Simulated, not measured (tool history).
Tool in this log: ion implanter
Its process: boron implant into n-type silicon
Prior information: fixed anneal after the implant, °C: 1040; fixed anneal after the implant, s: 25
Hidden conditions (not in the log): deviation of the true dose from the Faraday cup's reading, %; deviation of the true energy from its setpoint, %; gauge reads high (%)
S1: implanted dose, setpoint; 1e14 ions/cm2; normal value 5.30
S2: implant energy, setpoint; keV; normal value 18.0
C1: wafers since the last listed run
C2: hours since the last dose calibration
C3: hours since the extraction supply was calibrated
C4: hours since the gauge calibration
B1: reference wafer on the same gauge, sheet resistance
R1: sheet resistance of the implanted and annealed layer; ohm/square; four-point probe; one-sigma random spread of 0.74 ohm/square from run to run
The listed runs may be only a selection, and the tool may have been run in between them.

{"run": 1, "hour": 0.0, "S1": 6.15, "S2": 18.0, "C1": 0, "C2": 1447.8, "C3": 6024.8, "C4": 469.4, "B1": 163.14, "R1": 182.33}
{"run": 2, "hour": 17.7, "S1": 5.3, "S2": 18.0, "C1": 360, "C2": 1465.5, "C3": 6042.5, "C4": 487.1, "B1": 162.93, "R1": 206.21}
{"run": 3, "hour": 32.2, "S1": 5.3, "S2": 18.0, "C1": 295, "C2": 1480.0, "C3": 6057.0, "C4": 501.6, "B1": 163.05, "R1": 205.44}
{"run": 4, "hour": 48.1, "S1": 5.3, "S2": 18.0, "C1": 324, "C2": 1495.9, "C3": 6072.9, "C4": 517.5, "B1": 162.97, "R1": 208.04}
{"run": 5, "hour": 61.6, "S1": 4.92, "S2": 18.0, "C1": 275, "C2": 1509.4, "C3": 6086.4, "C4": 531.0, "B1": 162.89, "R1": 220.23}
{"run": 6, "hour": 78.6, "S1": 4.92, "S2": 18.0, "C1": 346, "C2": 1526.4, "C3": 6103.4, "C4": 548.0, "B1": 163.03, "R1": 221.32}
{"hour": 98.3, "done": "Faraday cup replaced and dose calibrated"}
{"run": 7, "hour": 98.8, "S1": 5.3, "S2": 18.0, "C1": 248, "C2": 0.5, "C3": 6123.6, "C4": 568.2, "B1": 162.94, "R1": 196.61}
{"run": 8, "hour": 105.2, "S1": 5.3, "S2": 18.0, "C1": 130, "C2": 6.9, "C3": 6130.0, "C4": 574.6, "B1": 162.86, "R1": 195.94}
{"run": 9, "hour": 121.3, "S1": 5.3, "S2": 18.0, "C1": 328, "C2": 23.0, "C3": 6146.1, "C4": 590.7, "B1": 163.02, "R1": 197.26}
{"run": 10, "hour": 128.9, "S1": 5.3, "S2": 18.0, "C1": 154, "C2": 30.6, "C3": 6153.7, "C4": 598.3, "B1": 162.97, "R1": 197.75}
{"run": 11, "hour": 141.5, "S1": 5.3, "S2": 18.0, "C1": 256, "C2": 43.2, "C3": 6166.3, "C4": 610.9, "B1": 162.99, "R1": 198.65}
{"run": 12, "hour": 152.2, "S1": 5.3, "S2": 18.0, "C1": 218, "C2": 53.9, "C3": 6177.0, "C4": 621.6, "B1": 163.01, "R1": 197.98}
{"hour": 162.9, "done": "gauge calibrated"}
{"run": 13, "hour": 172.5, "S1": 6.36, "S2": 18.0, "C1": 413, "C2": 74.2, "C3": 6197.3, "C4": 9.6, "B1": 163.05, "R1": 169.53}
{"run": 14, "hour": 188.6, "S1": 6.36, "S2": 18.0, "C1": 328, "C2": 90.3, "C3": 6213.4, "C4": 25.7, "B1": 162.99, "R1": 169.75}
{"run": 15, "hour": 201.9, "S1": 5.3, "S2": 18.0, "C1": 271, "C2": 103.6, "C3": 6226.7, "C4": 39.0, "B1": 163.1, "R1": 198.86}
{"run": 16, "hour": 216.6, "S1": 6.45, "S2": 20.5, "C1": 299, "C2": 118.3, "C3": 6241.4, "C4": 53.7, "B1": 163.05, "R1": 165.54}
{"run": 17, "hour": 223.1, "S1": 4.54, "S2": 18.0, "C1": 132, "C2": 124.8, "C3": 6247.9, "C4": 60.2, "B1": 162.93, "R1": 225.43}
{"run": 18, "hour": 232.6, "S1": 4.43, "S2": 22.0, "C1": 193, "C2": 134.3, "C3": 6257.4, "C4": 69.7, "B1": 163.11, "R1": 224.83}
{"run": 19, "hour": 249.2, "S1": 4.05, "S2": 18.0, "C1": 338, "C2": 150.9, "C3": 6274.0, "C4": 86.3, "B1": 163.05, "R1": 247.75}
{"hour": 268.4, "done": "extraction supply calibrated"}
{"run": 20, "hour": 268.9, "S1": 5.3, "S2": 18.0, "C1": 238, "C2": 170.6, "C3": 0.5, "C4": 106.0, "B1": 162.94, "R1": 198.76}
{"run": 21, "hour": 269.2, "S1": 4.65, "S2": 20.5, "C1": 6, "C2": 170.9, "C3": 0.8, "C4": 106.3, "B1": 163.07, "R1": 217.68}
{"run": 22, "hour": 278.0, "S1": 3.88, "S2": 20.5, "C1": 179, "C2": 179.7, "C3": 9.6, "C4": 115.1, "B1": 162.98, "R1": 253.12}
{"run": 23, "hour": 293.9, "S1": 5.3, "S2": 21.0, "C1": 324, "C2": 195.6, "C3": 25.5, "C4": 131.0, "B1": 162.94, "R1": 196.91}
{"run": 24, "hour": 340.6, "S1": 3.75, "S2": 13.5, "C1": 952, "C2": 242.3, "C3": 72.2, "C4": 177.7, "B1": 162.93, "R1": 270.75}
{"run": 25, "hour": 356.2, "S1": 5.3, "S2": 18.0, "C1": 318, "C2": 257.9, "C3": 87.8, "C4": 193.3, "B1": 162.97, "R1": 198.05}
{"run": 26, "hour": 374.1, "S1": 5.3, "S2": 18.0, "C1": 364, "C2": 275.8, "C3": 105.7, "C4": 211.2, "B1": 163.04, "R1": 200.38}
{"run": 27, "hour": 383.6, "S1": 5.3, "S2": 18.0, "C1": 193, "C2": 285.3, "C3": 115.2, "C4": 220.7, "B1": 162.89, "R1": 198.59}
{"run": 28, "hour": 430.4, "S1": 4.13, "S2": 12.5, "C1": 954, "C2": 332.1, "C3": 162.0, "C4": 267.5, "B1": 162.93, "R1": 254.26}
{"run": 29, "hour": 437.5, "S1": 5.3, "S2": 18.0, "C1": 144, "C2": 339.2, "C3": 169.1, "C4": 274.6, "B1": 163.08, "R1": 199.19}
{"run": 30, "hour": 446.9, "S1": 5.3, "S2": 18.0, "C1": 191, "C2": 348.6, "C3": 178.5, "C4": 284.0, "B1": 163.05, "R1": 200.29}
{"run": 31, "hour": 457.5, "S1": 6.41, "S2": 16.5, "C1": 216, "C2": 359.2, "C3": 189.1, "C4": 294.6, "B1": 163.04, "R1": 170.09}
{"run": 32, "hour": 464.5, "S1": 3.81, "S2": 18.0, "C1": 142, "C2": 366.2, "C3": 196.1, "C4": 301.6, "B1": 162.96, "R1": 260.4}
{"run": 33, "hour": 474.8, "S1": 5.3, "S2": 18.0, "C1": 209, "C2": 376.5, "C3": 206.4, "C4": 311.9, "B1": 163.11, "R1": 199.48}
{"run": 34, "hour": 486.8, "S1": 5.3, "S2": 19.5, "C1": 244, "C2": 388.5, "C3": 218.4, "C4": 323.9, "B1": 162.88, "R1": 197.36}
{"run": 35, "hour": 499.8, "S1": 4.88, "S2": 22.5, "C1": 265, "C2": 401.5, "C3": 231.4, "C4": 336.9, "B1": 163.01, "R1": 208.56}
{"run": 36, "hour": 507.4, "S1": 5.86, "S2": 21.5, "C1": 154, "C2": 409.1, "C3": 239.0, "C4": 344.5, "B1": 163.0, "R1": 180.01}
{"run": 37, "hour": 513.9, "S1": 5.3, "S2": 18.0, "C1": 132, "C2": 415.6, "C3": 245.5, "C4": 351.0, "B1": 163.11, "R1": 199.7}

4 options for the next run, each taken on its own from the tool as it stands now. Forecast them:
{"run": "A", "hour": 514.3, "S1": 5.3, "S2": 18.0, "C1": 8, "C2": 416.0, "C3": 245.9, "C4": 351.4, "B1": "?", "R1": "?"}
{"run": "B", "hour": 514.3, "S1": 4.79, "S2": 19.5, "C1": 8, "C2": 416.0, "C3": 245.9, "C4": 351.4, "B1": "?", "R1": "?"}
{"run": "C", "hour": 514.3, "S1": 6.79, "S2": 20.5, "C1": 8, "C2": 416.0, "C3": 245.9, "C4": 351.4, "B1": "?", "R1": "?"}
{"run": "D", "hour": 514.3, "S1": 5.77, "S2": 18.0, "C1": 8, "C2": 416.0, "C3": 245.9, "C4": 351.4, "B1": "?", "R1": "?"}

run=A B1=163.08 R1=198.65
run=B B1=163.08 R1=214.18
run=C B1=163.08 R1=158.81
run=D B1=163.08 R1=184.95
Without the tool's hidden state the same runs would have given:
run=A R1=196.22
run=B R1=211.59
run=C R1=156.82
run=D R1=182.66
